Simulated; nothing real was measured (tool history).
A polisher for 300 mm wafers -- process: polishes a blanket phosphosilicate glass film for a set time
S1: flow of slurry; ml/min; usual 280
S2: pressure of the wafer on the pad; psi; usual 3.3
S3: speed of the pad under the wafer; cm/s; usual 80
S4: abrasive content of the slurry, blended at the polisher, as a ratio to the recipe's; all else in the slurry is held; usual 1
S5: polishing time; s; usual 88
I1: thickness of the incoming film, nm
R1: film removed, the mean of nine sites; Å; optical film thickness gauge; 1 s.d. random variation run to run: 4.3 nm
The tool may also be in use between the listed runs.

| run | hour | S1 | S2 | S3 | S4 | S5 | I1 | R1 |
|---|---|---|---|---|---|---|---|---|
| 1 | 0 | 280 | 3.3 | 80 | 1 | 88 | 3294.5 | 4974 |
| 2 | 15.3 | 280 | 2.9 | 80 | 1.25 | 88 | 3245.1 | 4899 |
|  | 32.7 | slurry blender recalibrated |
| 3 | 35.2 | 280 | 3.3 | 80 | 1 | 88 | 3220.8 | 5010 |
| 4 | 50.6 | 280 | 3.3 | 80 | 1 | 88 | 3295.2 | 4950 |
|  | 71.5 | worn pad replaced by a new one |
| 5 | 72 | 280 | 3.3 | 80 | 1 | 66 | 3292.8 | 3755 |
| 6 | 104.5 | 280 | 3.6 | 80 | 1 | 88 | 3299.1 | 5338 |
|  | 116.7 | slurry nozzle cleaned |
| 7 | 122 | 280 | 3.6 | 80 | 1 | 88 | 3313.8 | 5751 |
| 8 | 145 | 280 | 3.3 | 62 | 1 | 88 | 3249.1 | 4648 |
| 9 | 164 | 280 | 3.3 | 80 | 1 | 59 | 3337.4 | 3524 |
| 10 | 176.5 | 280 | 2.9 | 80 | 1.1 | 88 | 3227.6 | 4852 |
|  | 192.9 | slurry blender recalibrated |
| 11 | 210.2 | 280 | 2.2 | 80 | 1 | 88 | 3265.7 | 3531 |
|  | 243.7 | worn pad replaced by a new one |
| 12 | 258.8 | 195 | 3.6 | 64 | 1 | 112 | 3281.9 | 6379 |
|  | 272.8 | head pressure recalibrated |
| 13 | 274.2 | 315 | 3.3 | 80 | 1.3 | 66 | 3296.8 | 4452 |
|  | 285.3 | conditioning disc replaced and pad reconditioned |
| 14 | 292.6 | 280 | 3.3 | 80 | 1 | 88 | 3300.2 | 5161 |
| 15 | 319.6 | 245 | 2.4 | 80 | 1 | 88 | 3267.7 | 3796 |
| 16 | 345.6 | 280 | 3.3 | 80 | 0.85 | 76 | 3230.1 | 4138 |
| 17 | 362.7 | 280 | 3.3 | 80 | 1.25 | 99 | 3243.1 | 6425 |
|  | 370.5 | slurry blender recalibrated |
| 18 | 393.2 | 280 | 3.3 | 80 | 0.75 | 88 | 3283.2 | 4465 |
| 19 | 406.7 | 280 | 3.3 | 80 | 1 | 88 | 3270.8 | 5205 |
|  | 425.4 | worn pad replaced by a new one |
| 20 | 436.2 | 280 | 2.7 | 94 | 0.8 | 109 | 3256.2 | 5137 |
| 21 | 471.2 | 280 | 3.3 | 80 | 1 | 88 | 3299.8 | 5111 |
| 22 | 502.5 | 280 | 3.3 | 80 | 0.85 | 101 | 3262 | 5456 |
|  | 526.2 | slurry blender recalibrated |
| 23 | 535.1 | 280 | 2.6 | 56 | 1 | 88 | 3238.9 | 3588 |
| 24 | 555.7 | 280 | 3.3 | 80 | 1 | 88 | 3319.6 | 5122 |
|  | 565.9 | worn pad replaced by a new one |
| 25 | 587.4 | 280 | 3.3 | 60 | 1 | 88 | 3248.9 | 4479 |

5 options for the next run, each taken on its own from the tool as it stands now. Forecast them:
| A | 587.8 | 280 | 3.3 | 80 | 1.15 | 88 | 3310.9 | ? |
| B | 587.8 | 280 | 2.4 | 80 | 1 | 67 | 3310.9 | ? |
| C | 587.8 | 325 | 3.3 | 108 | 0.85 | 114 | 3310.9 | ? |
| D | 587.8 | 280 | 3.3 | 80 | 1 | 74 | 3310.9 | ? |
| E | 587.8 | 205 | 3.3 | 80 | 1 | 61 | 3310.9 | ? |

| run | R1 |
|---|---|
| A | 5471 |
| B | 2887 |
| C | 7168 |
| D | 4301 |
| E | 3428 |
With the hidden condition removed and each run's random variation left untouched, the same runs would have given:
| run | R1 |
|---|---|
| A | 5563 |
| B | 2936 |
| C | 7275 |
| D | 4373 |
| E | 3503 |
